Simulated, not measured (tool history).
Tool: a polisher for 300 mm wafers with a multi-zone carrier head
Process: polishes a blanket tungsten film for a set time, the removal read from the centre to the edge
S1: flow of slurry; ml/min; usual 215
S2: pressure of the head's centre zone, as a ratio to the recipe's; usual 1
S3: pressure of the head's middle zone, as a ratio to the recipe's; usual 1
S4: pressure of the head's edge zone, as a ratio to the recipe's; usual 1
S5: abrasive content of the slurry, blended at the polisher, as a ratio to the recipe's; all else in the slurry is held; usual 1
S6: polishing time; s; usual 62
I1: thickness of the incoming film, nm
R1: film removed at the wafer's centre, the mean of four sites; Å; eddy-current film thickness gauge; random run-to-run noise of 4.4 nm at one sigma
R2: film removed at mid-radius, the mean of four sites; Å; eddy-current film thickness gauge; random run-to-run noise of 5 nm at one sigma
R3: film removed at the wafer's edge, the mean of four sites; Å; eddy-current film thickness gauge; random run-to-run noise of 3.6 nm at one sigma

run	day	S1	S2	S3	S4	S5	S6	I1	R1	R2	R3
1	0	215	1	1	1	1	62	1181.8	3248	3503	3500
2	1.462	215	1	1	1	1	62	1190.3	3175	3517	3490
3	2.838	215	1	1	1	1	62	1189	3183	3627	3459
4	3.846	215	1	1	1	1	62	1182.7	3234	3669	3451
# day 4.967: worn pad replaced by a new one
5	5.3	215	1	1	1	1	62	1206.6	3144	3507	3496
6	8.046	215	1	1	1	1	62	1201.6	3176	3530	3481
7	11.021	215	1	1	1	1	62	1192.6	3180	3536	3507
# day 12.175: carrier head's membrane replaced by a new one
# day 12.704: worn pad replaced by a new one
8	12.796	215	1	1	1	1	62	1203.7	3178	3589	3484
# day 14.654: centre zone pressure recalibrated
9	14.712	215	1	1	1	1	62	1172.7	3537	3529	3493
10	19.121	245	1	1	1	1.2	62	1185.3	3603	3880	3734
# day 19.708: worn pad replaced by a new one
11	20.35	215	1	1.03	0.9	1	56	1191.6	2973	3241	2983
12	23.121	290	1	1	1	1	62	1189.2	3438	3617	3585
13	24.312	215	1	1	1	1	62	1188.3	3235	3617	3495
14	26.608	215	1	0.96	1	1	62	1165.1	3290	3468	3489
# day 27.129: worn pad replaced by a new one
# day 27.879: edge zone pressure recalibrated
15	28.946	215	1	1	1	1	62	1181.9	3240	3493	3461
# day 29.008: slurry nozzle cleaned
16	31.592	170	1	1	1	1	68	1210.5	3309	3799	3662
17	33.725	215	1	0.92	1	1	62	1200.6	3258	3265	3477
# day 35.304: worn pad replaced by a new one
18	35.538	215	1	1	1	1	62	1204	3205	3484	3451
19	36.871	215	1	1	1.06	1	68	1176.2	3516	3938	3978
# day 37.088: centre zone pressure recalibrated
20	39.796	215	1.05	1	1	1	62	1201.4	3631	3550	3496

3 ways to go on from here, each from the tool as it stands after run 20. What would each give?
A	39.812	215	1	1	1	1	62	1197.1	?	?	?
B	39.812	215	1	1	1.06	1	45	1197.1	?	?	?
C	39.812	215	0.95	1.07	1	1	62	1197.1	?	?	?

run	R1	R2	R3
A	3498	3535	3539
B	2539	2565	2643
C	3323	3745	3536
What these runs would have given with no unlogged condition in the tool:
run	R1	R2	R3
A	3652	3534	3539
B	2651	2565	2643
C	3470	3744	3536

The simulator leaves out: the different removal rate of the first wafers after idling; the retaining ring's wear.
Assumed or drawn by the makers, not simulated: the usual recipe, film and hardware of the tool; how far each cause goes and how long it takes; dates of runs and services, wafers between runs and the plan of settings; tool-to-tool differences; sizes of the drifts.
